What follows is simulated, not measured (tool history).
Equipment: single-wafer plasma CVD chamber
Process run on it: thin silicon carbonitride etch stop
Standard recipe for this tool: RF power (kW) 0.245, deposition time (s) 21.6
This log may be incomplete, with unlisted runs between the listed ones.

run,hour,RF power (kW),deposition time (s),wafers since the last listed run,hours since the last thermocouple change,hours since the last RF generator calibration,hours since the showerhead was replaced,hours since the gauge calibration,"read-back reference wafer on the same gauge, thickness_nm",mean film thickness on the monitor wafer (Å)
1,0.0,0.245,21.6,0,1373.0,1487.3,6112.1,305.6,14.595,124.86
2,10.7,0.245,18.6,144,1383.7,1498.0,6122.8,316.3,14.603,107.47
3,25.8,0.245,18.6,203,1398.8,1513.1,6137.9,331.4,14.587,107.17
4,43.4,0.245,21.6,237,1416.4,1530.7,6155.5,349.0,14.609,124.55
5,58.8,0.245,21.6,207,1431.8,1546.1,6170.9,364.4,14.601,124.60
# hour 65.9: gauge calibrated
6,74.8,0.245,21.6,215,1447.8,1562.1,6186.9,8.9,14.590,124.86
7,105.9,0.245,21.6,418,1478.9,1593.2,6218.0,40.0,14.596,124.55
8,112.5,0.245,21.6,88,1485.5,1599.8,6224.6,46.6,14.603,124.34
# hour 127.2: showerhead replaced, of another model than before
9,127.7,0.245,21.6,96,1500.7,1615.0,0.5,61.8,14.606,125.38
10,133.8,0.245,21.6,82,1506.8,1621.1,6.6,67.9,14.611,125.28
11,144.8,0.245,21.6,148,1517.8,1632.1,17.6,78.9,14.601,125.38
12,151.1,0.245,18.3,84,1524.1,1638.4,23.9,85.2,14.602,106.37
13,165.4,0.245,18.3,192,1538.4,1652.7,38.2,99.5,14.596,106.14
14,176.1,0.245,24.2,144,1549.1,1663.4,48.9,110.2,14.597,140.52
15,184.2,0.290,18.7,109,1557.2,1671.5,57.0,118.3,14.611,110.87
# hour 197.6: thermocouple changed; heater temperature recalibrated
16,199.3,0.285,19.0,95,1.7,1686.6,72.1,133.4,14.597,112.60
17,209.7,0.270,21.6,140,12.1,1697.0,82.5,143.8,14.602,127.15
18,224.9,0.225,24.4,204,27.3,1712.2,97.7,159.0,14.608,139.72
19,238.6,0.245,21.6,184,41.0,1725.9,111.4,172.7,14.600,124.86
20,249.3,0.270,19.5,144,51.7,1736.6,122.1,183.4,14.606,114.53
21,259.6,0.275,25.1,138,62.0,1746.9,132.4,193.7,14.607,147.82
22,275.7,0.215,23.7,216,78.1,1763.0,148.5,209.8,14.606,135.05
# hour 287.8: RF generator calibrated
23,288.3,0.245,21.6,61,90.7,0.5,161.1,222.4,14.594,126.52
24,288.8,0.220,21.6,6,91.2,1.0,161.6,222.9,14.589,124.45
25,296.0,0.285,18.4,96,98.4,8.2,168.8,230.1,14.614,109.95
26,309.8,0.260,23.3,185,112.2,22.0,182.6,243.9,14.591,137.66
27,323.5,0.215,23.6,184,125.9,35.7,196.3,257.6,14.602,135.78
28,330.2,0.280,20.0,90,132.6,42.4,203.0,264.3,14.607,119.19
29,337.4,0.200,24.0,96,139.8,49.6,210.2,271.5,14.604,137.07
30,360.7,0.245,18.6,313,163.1,72.9,233.5,294.8,14.600,108.80
31,368.3,0.245,25.4,102,170.7,80.5,241.1,302.4,14.584,148.72
32,376.6,0.245,19.1,111,179.0,88.8,249.4,310.7,14.605,111.73
33,382.8,0.290,18.7,83,185.2,95.0,255.6,316.9,14.595,112.12
34,397.6,0.245,24.5,199,200.0,109.8,270.4,331.7,14.594,142.83

5 options for the next run, each taken on its own from the tool as it stands now. Forecast them:
A,398.0,0.295,21.6,5,200.4,110.2,270.8,332.1,?,?
B,398.0,0.285,23.4,5,200.4,110.2,270.8,332.1,?,?
C,398.0,0.200,18.0,5,200.4,110.2,270.8,332.1,?,?
D,398.0,0.290,19.1,5,200.4,110.2,270.8,332.1,?,?
E,398.0,0.195,24.0,5,200.4,110.2,270.8,332.1,?,?

run,"read-back reference wafer on the same gauge, thickness_nm",mean film thickness on the monitor wafer (Å)
A,14.596,129.27
B,14.596,139.34
C,14.596,102.36
D,14.596,114.02
E,14.596,136.08
Take away the tool's hidden state, keep each run's random variation, and the runs would have read:
run,mean film thickness on the monitor wafer (Å)
A,129.49
B,139.58
C,102.54
D,114.22
E,136.31

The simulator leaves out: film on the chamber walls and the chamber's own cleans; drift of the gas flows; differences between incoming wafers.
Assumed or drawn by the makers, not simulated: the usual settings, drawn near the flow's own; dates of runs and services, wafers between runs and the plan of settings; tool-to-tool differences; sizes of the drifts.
